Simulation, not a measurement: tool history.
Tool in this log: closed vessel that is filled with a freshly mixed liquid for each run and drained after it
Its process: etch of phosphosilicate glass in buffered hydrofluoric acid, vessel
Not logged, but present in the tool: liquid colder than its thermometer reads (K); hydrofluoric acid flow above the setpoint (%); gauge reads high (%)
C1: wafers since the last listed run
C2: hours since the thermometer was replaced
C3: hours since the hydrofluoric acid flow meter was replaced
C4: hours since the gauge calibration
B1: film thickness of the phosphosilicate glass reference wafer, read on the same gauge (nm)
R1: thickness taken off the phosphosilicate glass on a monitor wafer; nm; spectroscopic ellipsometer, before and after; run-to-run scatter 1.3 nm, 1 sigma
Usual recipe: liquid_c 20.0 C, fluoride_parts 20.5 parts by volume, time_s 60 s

Run 1, hour 0.0: usual settings; C1 0; C2 141.5; C3 1259.9; C4 172.5; B1 99.98. Result: R1 210.16 nm.
Run 2, hour 31.8: usual settings; C1 2084; C2 173.3; C3 1291.7; C4 204.3; B1 100.00. Result: R1 209.82 nm.
Run 3, hour 48.8: usual settings; C1 1114; C2 190.3; C3 1308.7; C4 221.3; B1 100.00. Result: R1 207.90 nm.
Run 4, hour 68.1: usual settings; C1 1265; C2 209.6; C3 1328.0; C4 240.6; B1 99.98. Result: R1 208.05 nm.
Run 5, hour 93.6: usual settings; C1 1671; C2 235.1; C3 1353.5; C4 266.1; B1 100.01. Result: R1 207.15 nm.
Run 6, hour 114.8: usual settings; C1 1389; C2 256.3; C3 1374.7; C4 287.3; B1 100.01. Result: R1 209.27 nm.
Run 7, hour 140.9: usual settings but liquid_c 17.5 C, fluoride_parts 23.0 parts by volume; C1 1710; C2 282.4; C3 1400.8; C4 313.4; B1 100.02. Result: R1 167.45 nm.
Run 8, hour 158.1: usual settings but liquid_c 17.5 C, fluoride_parts 23.0 parts by volume; C1 1127; C2 299.6; C3 1418.0; C4 330.6; B1 99.98. Result: R1 167.00 nm.
Run 9, hour 188.4: usual settings but liquid_c 17.5 C, fluoride_parts 23.0 parts by volume; C1 1986; C2 329.9; C3 1448.3; C4 360.9; B1 100.01. Result: R1 166.56 nm.
Run 10, hour 211.3: usual settings; C1 1501; C2 352.8; C3 1471.2; C4 383.8; B1 100.01. Result: R1 207.30 nm.
Run 11, hour 237.9: usual settings; C1 1743; C2 379.4; C3 1497.8; C4 410.4; B1 100.00. Result: R1 206.43 nm.
Run 12, hour 252.4: usual settings; C1 950; C2 393.9; C3 1512.3; C4 424.9; B1 100.01. Result: R1 203.40 nm.
Run 13, hour 264.8: usual settings but time_s 50 s; C1 812; C2 406.3; C3 1524.7; C4 437.3; B1 99.98. Result: R1 171.06 nm.
Run 14, hour 297.7: usual settings but liquid_c 17.0 C, time_s 40 s; C1 2156; C2 439.2; C3 1557.6; C4 470.2; B1 99.98. Result: R1 115.44 nm.
Run 15, hour 322.9: usual settings; C1 1651; C2 464.4; C3 1582.8; C4 495.4; B1 100.02. Result: R1 204.86 nm.
Run 16, hour 352.0: usual settings; C1 1907; C2 493.5; C3 1611.9; C4 524.5; B1 99.98. Result: R1 204.29 nm.
Run 17, hour 380.5: usual settings but liquid_c 17.0 C, fluoride_parts 17.5 parts by volume, time_s 80 s; C1 1868; C2 522.0; C3 1640.4; C4 553.0; B1 99.96. Result: R1 265.38 nm.
Run 18, hour 396.7: usual settings; C1 1061; C2 538.2; C3 1656.6; C4 569.2; B1 100.04. Result: R1 204.85 nm.
Run 19, hour 413.0: usual settings; C1 1068; C2 554.5; C3 1672.9; C4 585.5; B1 100.01. Result: R1 205.61 nm.
Run 20, hour 447.2: usual settings but liquid_c 17.0 C, fluoride_parts 13.0 parts by volume, time_s 80 s; C1 2241; C2 588.7; C3 1707.1; C4 619.7; B1 99.98. Result: R1 355.52 nm.
At hour 463.7: thermometer replaced.
At hour 474.3: gauge calibrated.
Run 21, hour 481.5: usual settings but liquid_c 24.0 C; C1 2182; C2 17.8; C3 1741.4; C4 7.2; B1 99.95. Result: R1 263.54 nm.
At hour 496.3: hydrofluoric acid flow meter replaced.
Run 22, hour 503.9: usual settings but liquid_c 21.5 C, fluoride_parts 18.5 parts by volume, time_s 45 s; C1 1402; C2 40.2; C3 7.6; C4 29.6; B1 99.97. Result: R1 191.20 nm.
Run 23, hour 529.4: usual settings but liquid_c 23.0 C, fluoride_parts 27.5 parts by volume; C1 1671; C2 65.7; C3 33.1; C4 55.1; B1 100.00. Result: R1 201.92 nm.
Run 24, hour 542.6: usual settings but liquid_c 17.0 C, fluoride_parts 13.0 parts by volume, time_s 80 s; C1 865; C2 78.9; C3 46.3; C4 68.3; B1 100.01. Result: R1 365.58 nm.
Run 25, hour 631.9: usual settings but liquid_c 17.0 C, fluoride_parts 27.0 parts by volume, time_s 90 s; C1 5853; C2 168.2; C3 135.6; C4 157.6; B1 99.98. Result: R1 217.68 nm.

Branching from run 25: 3 alternative next runs. What would each branch give?
Run A, hour 632.6: usual settings but fluoride_parts 26.0 parts by volume; C1 45; C2 168.9; C3 136.3; C4 158.3; B1 ?. Result: R1 ?.
Run B, hour 632.6: usual settings but liquid_c 23.0 C, fluoride_parts 13.5 parts by volume, time_s 35 s; C1 45; C2 168.9; C3 136.3; C4 158.3; B1 ?. Result: R1 ?.
Run C, hour 632.6: usual settings but liquid_c 17.5 C, fluoride_parts 14.5 parts by volume, time_s 70 s; C1 45; C2 168.9; C3 136.3; C4 158.3; B1 ?. Result: R1 ?.

run      B1      R1
  A  100.01  176.63
  B  100.01  214.93
  C  100.01  294.41
With no hidden state in the tool, these same runs would have given:
run      R1
  A  179.13
  B  217.91
  C  298.64
